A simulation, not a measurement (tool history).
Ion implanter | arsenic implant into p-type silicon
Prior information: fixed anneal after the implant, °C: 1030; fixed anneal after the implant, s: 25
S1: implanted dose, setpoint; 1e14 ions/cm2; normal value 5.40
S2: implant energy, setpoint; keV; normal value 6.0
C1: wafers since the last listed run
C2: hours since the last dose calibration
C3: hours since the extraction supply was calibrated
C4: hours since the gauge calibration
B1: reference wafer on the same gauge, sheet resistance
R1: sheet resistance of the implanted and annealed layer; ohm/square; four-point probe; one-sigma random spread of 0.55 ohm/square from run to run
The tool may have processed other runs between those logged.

run 1 hour=0.0 | S1=5.90 S2=5.5 | C1=0 C2=1279.8 C3=4115.4 C4=411.9 | B1=183.91 | R1=176.12
run 2 hour=21.6 | S1=5.90 S2=5.5 | C1=436 C2=1301.4 C3=4137.0 C4=433.5 | B1=184.10 | R1=175.85
run 3 hour=46.7 | S1=5.90 S2=5.5 | C1=506 C2=1326.5 C3=4162.1 C4=458.6 | B1=184.08 | R1=174.96
run 4 hour=77.9 | S1=4.62 S2=6.0 | C1=630 C2=1357.7 C3=4193.3 C4=489.8 | B1=184.05 | R1=211.53
run 5 hour=107.2 | S1=4.62 S2=6.0 | C1=591 C2=1387.0 C3=4222.6 C4=519.1 | B1=184.04 | R1=211.51
run 6 hour=125.1 | S1=5.40 S2=6.0 | C1=361 C2=1404.9 C3=4240.5 C4=537.0 | B1=183.90 | R1=187.29
run 7 hour=153.5 | S1=5.40 S2=6.0 | C1=573 C2=1433.3 C3=4268.9 C4=565.4 | B1=183.89 | R1=187.23
run 8 hour=172.1 | S1=5.40 S2=6.0 | C1=375 C2=1451.9 C3=4287.5 C4=584.0 | B1=183.97 | R1=187.40
run 9 hour=192.2 | S1=4.65 S2=6.5 | C1=405 C2=1472.0 C3=4307.6 C4=604.1 | B1=184.02 | R1=209.58
run 10 hour=221.6 | S1=4.65 S2=6.5 | C1=593 C2=1501.4 C3=4337.0 C4=633.5 | B1=184.00 | R1=209.49
run 11 hour=251.3 | S1=4.65 S2=6.5 | C1=599 C2=1531.1 C3=4366.7 C4=663.2 | B1=184.02 | R1=209.28
run 12 hour=286.8 | S1=6.60 S2=6.0 | C1=717 C2=1566.6 C3=4402.2 C4=698.7 | B1=183.95 | R1=161.12
run 13 hour=319.2 | S1=5.40 S2=6.0 | C1=654 C2=1599.0 C3=4434.6 C4=731.1 | B1=183.96 | R1=186.51
run 14 hour=351.2 | S1=5.40 S2=6.0 | C1=646 C2=1631.0 C3=4466.6 C4=763.1 | B1=183.85 | R1=186.82
-- hour=358.7 gauge calibrated
run 15 hour=373.6 | S1=3.93 S2=7.0 | C1=452 C2=1653.4 C3=4489.0 C4=14.9 | B1=183.92 | R1=238.01
run 16 hour=400.5 | S1=6.67 S2=7.0 | C1=543 C2=1680.3 C3=4515.9 C4=41.8 | B1=184.01 | R1=158.39
-- hour=421.1 Faraday cup replaced and dose calibrated
run 17 hour=421.6 | S1=4.65 S2=6.5 | C1=264 C2=0.5 C3=4537.0 C4=62.9 | B1=184.06 | R1=204.01
-- hour=432.2 extraction supply calibrated
run 18 hour=442.6 | S1=4.02 S2=4.5 | C1=262 C2=21.5 C3=10.4 C4=83.9 | B1=184.00 | R1=231.79
run 19 hour=459.0 | S1=4.12 S2=6.5 | C1=331 C2=37.9 C3=26.8 C4=100.3 | B1=183.94 | R1=224.34
run 20 hour=482.5 | S1=4.21 S2=6.5 | C1=474 C2=61.4 C3=50.3 C4=123.8 | B1=183.91 | R1=220.24
run 21 hour=506.0 | S1=5.97 S2=7.0 | C1=474 C2=84.9 C3=73.8 C4=147.3 | B1=184.11 | R1=167.77
run 22 hour=546.3 | S1=6.77 S2=7.5 | C1=813 C2=125.2 C3=114.1 C4=187.6 | B1=183.94 | R1=153.92
run 23 hour=562.6 | S1=3.98 S2=5.0 | C1=329 C2=141.5 C3=130.4 C4=203.9 | B1=183.94 | R1=232.41
-- hour=590.9 Faraday cup replaced and dose calibrated, repeated, since the last time left the tool worse
run 24 hour=596.1 | S1=5.40 S2=6.0 | C1=515 C2=5.2 C3=163.9 C4=237.4 | B1=184.04 | R1=189.71
run 25 hour=626.8 | S1=6.72 S2=7.5 | C1=620 C2=35.9 C3=194.6 C4=268.1 | B1=184.01 | R1=159.57
run 26 hour=646.9 | S1=5.40 S2=6.0 | C1=405 C2=56.0 C3=214.7 C4=288.2 | B1=183.93 | R1=190.52
run 27 hour=675.1 | S1=4.10 S2=5.0 | C1=569 C2=84.2 C3=242.9 C4=316.4 | B1=184.10 | R1=237.67
run 28 hour=707.2 | S1=6.80 S2=4.5 | C1=648 C2=116.3 C3=275.0 C4=348.5 | B1=183.87 | R1=160.53
run 29 hour=741.3 | S1=4.34 S2=7.0 | C1=688 C2=150.4 C3=309.1 C4=382.6 | B1=183.93 | R1=223.75

5 options for the next run, each taken on its own from the tool as it stands now. Forecast them:
run A hour=741.7 | S1=5.40 S2=6.0 | C1=8 C2=150.8 C3=309.5 C4=383.0 | B1=? | R1=?
run B hour=741.7 | S1=4.04 S2=7.5 | C1=8 C2=150.8 C3=309.5 C4=383.0 | B1=? | R1=?
run C hour=741.7 | S1=6.53 S2=7.0 | C1=8 C2=150.8 C3=309.5 C4=383.0 | B1=? | R1=?
run D hour=741.7 | S1=4.89 S2=4.0 | C1=8 C2=150.8 C3=309.5 C4=383.0 | B1=? | R1=?
run E hour=741.7 | S1=6.41 S2=6.0 | C1=8 C2=150.8 C3=309.5 C4=383.0 | B1=? | R1=?

run=A B1=184.05 R1=190.27
run=B B1=184.05 R1=236.60
run=C B1=184.05 R1=164.16
run=D B1=184.05 R1=207.91
run=E B1=184.05 R1=167.23
With the hidden condition removed and each run's random variation left untouched, the same runs would have given:
run=A R1=190.95
run=B R1=237.48
run=C R1=164.73
run=D R1=208.67
run=E R1=167.82

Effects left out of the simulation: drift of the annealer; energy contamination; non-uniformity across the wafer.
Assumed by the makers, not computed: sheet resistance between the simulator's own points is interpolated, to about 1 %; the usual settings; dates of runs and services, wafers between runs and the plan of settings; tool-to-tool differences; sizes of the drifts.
